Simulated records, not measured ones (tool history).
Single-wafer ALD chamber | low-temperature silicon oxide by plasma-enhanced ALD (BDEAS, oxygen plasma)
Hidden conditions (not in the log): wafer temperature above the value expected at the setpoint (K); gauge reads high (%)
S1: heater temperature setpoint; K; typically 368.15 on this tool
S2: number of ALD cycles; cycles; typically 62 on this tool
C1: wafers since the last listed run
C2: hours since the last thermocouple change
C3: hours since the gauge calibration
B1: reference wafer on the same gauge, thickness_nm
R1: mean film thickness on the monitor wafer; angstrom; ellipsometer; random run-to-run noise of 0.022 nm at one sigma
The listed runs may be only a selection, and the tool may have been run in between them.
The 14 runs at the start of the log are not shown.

run 15 hour=750.3 | S1=368.15 S2=62 | C1=350 C2=1977.9 C3=1460.5 | B1=8.934 | R1=87.98
run 16 hour=794.7 | S1=368.15 S2=62 | C1=319 C2=2022.3 C3=1504.9 | B1=8.933 | R1=88.08
run 17 hour=853.8 | S1=381.15 S2=58 | C1=425 C2=2081.4 C3=1564 | B1=8.921 | R1=79.46
run 18 hour=893.4 | S1=368.15 S2=56 | C1=285 C2=2121 C3=1603.6 | B1=8.93 | R1=79.32
run 19 hour=918.4 | S1=376.15 S2=54 | C1=180 C2=2146 C3=1628.6 | B1=8.919 | R1=74.6
run 20 hour=964 | S1=353.15 S2=62 | C1=328 C2=2191.6 C3=1674.2 | B1=8.931 | R1=92.18
run 21 hour=1019.6 | S1=368.15 S2=57 | C1=400 C2=2247.2 C3=1729.8 | B1=8.932 | R1=80.93
run 22 hour=1077.9 | S1=368.15 S2=62 | C1=420 C2=2305.5 C3=1788.1 | B1=8.933 | R1=87.73

Run 23 comes next. What will it give?
run 23 hour=1105 | S1=361.15 S2=58 | C1=195 C2=2332.6 C3=1815.2 | B1=? | R1=?

Run 23 yielded B1 8.935, R1 84.41 angstrom.
With the hidden condition absent and the run-to-run variation left alone, this run would have shown R1 82.76 angstrom.

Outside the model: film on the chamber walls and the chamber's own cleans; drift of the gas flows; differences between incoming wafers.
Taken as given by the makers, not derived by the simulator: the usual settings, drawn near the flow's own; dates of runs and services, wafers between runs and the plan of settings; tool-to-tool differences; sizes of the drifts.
